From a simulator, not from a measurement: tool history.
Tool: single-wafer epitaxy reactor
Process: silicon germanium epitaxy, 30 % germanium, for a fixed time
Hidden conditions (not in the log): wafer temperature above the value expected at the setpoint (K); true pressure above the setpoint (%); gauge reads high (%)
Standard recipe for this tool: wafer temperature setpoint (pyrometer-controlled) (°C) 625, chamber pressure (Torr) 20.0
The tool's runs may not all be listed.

run,hour,wafer temperature setpoint (pyrometer-controlled) (°C),chamber pressure (Torr),wafers since the last listed run,hours since the last pyrometer calibration,hours since the last manometer calibration,hours since the showerhead was replaced,hours since the gauge calibration,"read-back reference wafer on the same gauge, thickness_nm",mean film thickness on the monitor wafer (nm)
1,0.0,618,20.0,0,1990.7,2322.2,3181.3,504.5,90.018,82.529
2,33.0,618,20.0,598,2023.7,2355.2,3214.3,537.5,90.228,81.945
3,53.2,625,22.7,366,2043.9,2375.4,3234.5,557.7,90.266,98.441
4,67.9,625,22.7,266,2058.6,2390.1,3249.2,572.4,90.248,97.835
5,118.2,625,20.0,911,2108.9,2440.4,3299.5,622.7,90.299,94.966
6,146.8,625,20.0,518,2137.5,2469.0,3328.1,651.3,90.177,94.862
7,169.0,625,20.0,402,2159.7,2491.2,3350.3,673.5,90.159,94.621
# hour 215.6: pyrometer calibrated
8,255.7,619,20.0,1426,40.1,2577.9,3437.0,760.2,90.328,83.051
# hour 271.6: capacitance manometer re-zeroed and calibrated
9,275.2,619,20.0,208,59.6,3.6,3456.5,779.7,90.233,82.288
10,287.4,619,20.0,221,71.8,15.8,3468.7,791.9,90.215,82.541
# hour 361.2: showerhead replaced
11,392.1,625,20.0,1753,176.5,120.5,30.9,896.6,90.160,91.789
12,424.4,625,20.0,585,208.8,152.8,63.2,928.9,90.065,92.259
13,451.4,625,20.0,489,235.8,179.8,90.2,955.9,90.084,92.044
# hour 461.2: pyrometer calibrated, repeated, since the last time left the tool worse
14,483.0,639,20.0,427,21.8,211.4,121.8,987.5,90.235,126.395
15,497.7,616,21.8,266,36.5,226.1,136.5,1002.2,90.205,82.737
16,528.8,625,16.1,563,67.6,257.2,167.6,1033.3,90.244,90.296
17,554.8,625,16.6,471,93.6,283.2,193.6,1059.3,90.285,91.222
18,584.9,612,24.5,545,123.7,313.3,223.7,1089.4,90.068,79.292
19,600.0,631,17.1,273,138.8,328.4,238.8,1104.5,90.279,103.602
20,626.1,629,21.4,473,164.9,354.5,264.9,1130.6,90.271,106.174
21,658.8,631,21.9,592,197.6,387.2,297.6,1163.3,90.055,110.921
22,691.9,613,24.7,600,230.7,420.3,330.7,1196.4,90.031,81.037
# hour 721.1: gauge calibrated
23,723.6,620,20.0,574,262.4,452.0,362.4,2.5,90.057,87.055
24,736.5,611,24.0,233,275.3,464.9,375.3,15.4,90.105,76.919
25,769.3,625,20.0,594,308.1,497.7,408.1,48.2,90.320,96.184
26,791.1,625,23.9,395,329.9,519.5,429.9,70.0,90.234,101.977
27,824.2,625,22.5,600,363.0,552.6,463.0,103.1,90.308,99.551
28,841.2,630,20.0,308,380.0,569.6,480.0,120.1,90.130,104.849
29,854.0,633,20.0,232,392.8,582.4,492.8,132.9,90.140,112.531
30,875.0,625,20.0,380,413.8,603.4,513.8,153.9,90.040,95.991
31,888.1,613,22.9,237,426.9,616.5,526.9,167.0,90.288,78.759
32,923.7,635,15.5,645,462.5,652.1,562.5,202.6,90.197,107.183
33,957.8,634,20.0,618,496.6,686.2,596.6,236.7,90.153,113.803

What will run 34 give?
34,989.8,625,23.9,580,528.6,718.2,628.6,268.7,?,?

For run 34 the tool returned read-back reference wafer on the same gauge, thickness_nm 90.251, mean film thickness on the monitor wafer (nm) 100.824.
The same run, on a tool lacking any hidden state, would have yielded mean film thickness on the monitor wafer (nm) 102.022.
